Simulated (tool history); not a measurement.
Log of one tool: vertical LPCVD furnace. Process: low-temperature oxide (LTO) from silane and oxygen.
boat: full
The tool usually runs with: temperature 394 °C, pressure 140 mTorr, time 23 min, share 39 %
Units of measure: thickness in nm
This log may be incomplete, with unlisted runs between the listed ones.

run	hour	temperature	pressure	time	share	wafers since the last listed run	hours since the last temperature calibration	hours since the pressure gauge was zeroed	hours since the silane flow controller was replaced	hours since the gauge calibration	read-back reference wafer on the same gauge, thickness	thickness
1	0	394	140	27	39	0	2176.8	2320	3342.9	329.9	99.02	132.59
2	17.8	394	140	21	39	201	2194.6	2337.8	3360.7	347.7	99	103.07
3	27	394	140	27.5	36	104	2203.8	2347	3369.9	356.9	99.07	122.25
4	39.3	394	140	23	39	139	2216.1	2359.3	3382.2	369.2	98.98	113
5	51.6	394	140	23	39	139	2228.4	2371.6	3394.5	381.5	99	113.01
6	69.1	394	140	23	39	197	2245.9	2389.1	3412	399	99.02	112.88
7	76.6	394	140	23	39	84	2253.4	2396.6	3419.5	406.5	98.94	113.33
8	89.8	394	140	23	39	149	2266.6	2409.8	3432.7	419.7	99.04	112.99
9	99.3	394	140	23	39	107	2276.1	2419.3	3442.2	429.2	98.99	113.36
10	106.2	394	115	23	39	78	2283	2426.2	3449.1	436.1	98.96	92.26
11	114.2	394	130	23	39	90	2291	2434.2	3457.1	444.1	99.03	104.96
# hour 146.6: pressure gauge zeroed
# hour 148.2: silane flow controller replaced
12	148.7	394	130	23	39	100	2325.5	2.1	0.5	478.6	99	109.78
13	152.3	394	130	23	39	40	2329.1	5.7	4.1	482.2	99.04	109.92
14	159.1	398	155	23	46	76	2335.9	12.5	10.9	489	99.01	164.26
# hour 167.3: gauge calibrated
15	170.3	386	105	29.5	42	126	2347.1	23.7	22.1	3	98.96	113.66
# hour 203.2: thermocouples replaced and temperature profile calibrated
16	203.7	394	140	23	39	106	0.5	57.1	55.5	36.4	99.02	112.01
17	207.4	394	175	16	39	41	4.2	60.8	59.2	40.1	98.95	97.37
18	211.2	403	140	23	36	42	8	64.6	63	43.9	99.01	111.87
19	218.5	394	140	28	32	82	15.3	71.9	70.3	51.2	99.06	104.46
20	225.5	394	140	23	39	79	22.3	78.9	77.3	58.2	98.95	111.39
21	243.4	394	140	23	39	202	40.2	96.8	95.2	76.1	98.98	111.7
22	257.4	394	140	23	45	158	54.2	110.8	109.2	90.1	98.99	131.58
23	269.1	398	155	23	39	132	65.9	122.5	120.9	101.8	99.03	129.29
24	279.2	394	120	23	46	114	76	132.6	131	111.9	99	115.45
25	285.8	394	120	23	46	74	82.6	139.2	137.6	118.5	98.97	115.12
26	295.8	403	140	23	39	113	92.6	149.2	147.6	128.5	98.95	123.28
27	307.6	394	120	15	39	133	104.4	161	159.4	140.3	99.03	62.21
28	313.6	382	170	23	39	67	110.4	167	165.4	146.3	98.99	118.06
29	324.1	391	110	31.5	43	118	120.9	177.5	175.9	156.8	98.98	130.06
30	335.7	384	125	18.5	32	131	132.5	189.1	187.5	168.4	98.99	54.3

5 options for the next run, each taken on its own from the tool as it stands now. Forecast them:
A	339.5	394	150	23	39	42	136.3	192.9	191.3	172.2	?	?
B	339.5	383	165	30.5	39	42	136.3	192.9	191.3	172.2	?	?
C	339.5	401	150	23	45	42	136.3	192.9	191.3	172.2	?	?
D	339.5	394	140	16	45	42	136.3	192.9	191.3	172.2	?	?
E	339.5	394	140	30.5	42	42	136.3	192.9	191.3	172.2	?	?

run	read-back reference wafer on the same gauge, thickness	thickness
A	99.03	119.27
B	99.03	153.19
C	99.03	151.48
D	99.03	91.22
E	99.03	161.21
The same runs, with their run-to-run variation unchanged, on a tool lacking any hidden condition would have given:
run	thickness
A	119.48
B	153.35
C	151.8
D	91.44
E	161.59

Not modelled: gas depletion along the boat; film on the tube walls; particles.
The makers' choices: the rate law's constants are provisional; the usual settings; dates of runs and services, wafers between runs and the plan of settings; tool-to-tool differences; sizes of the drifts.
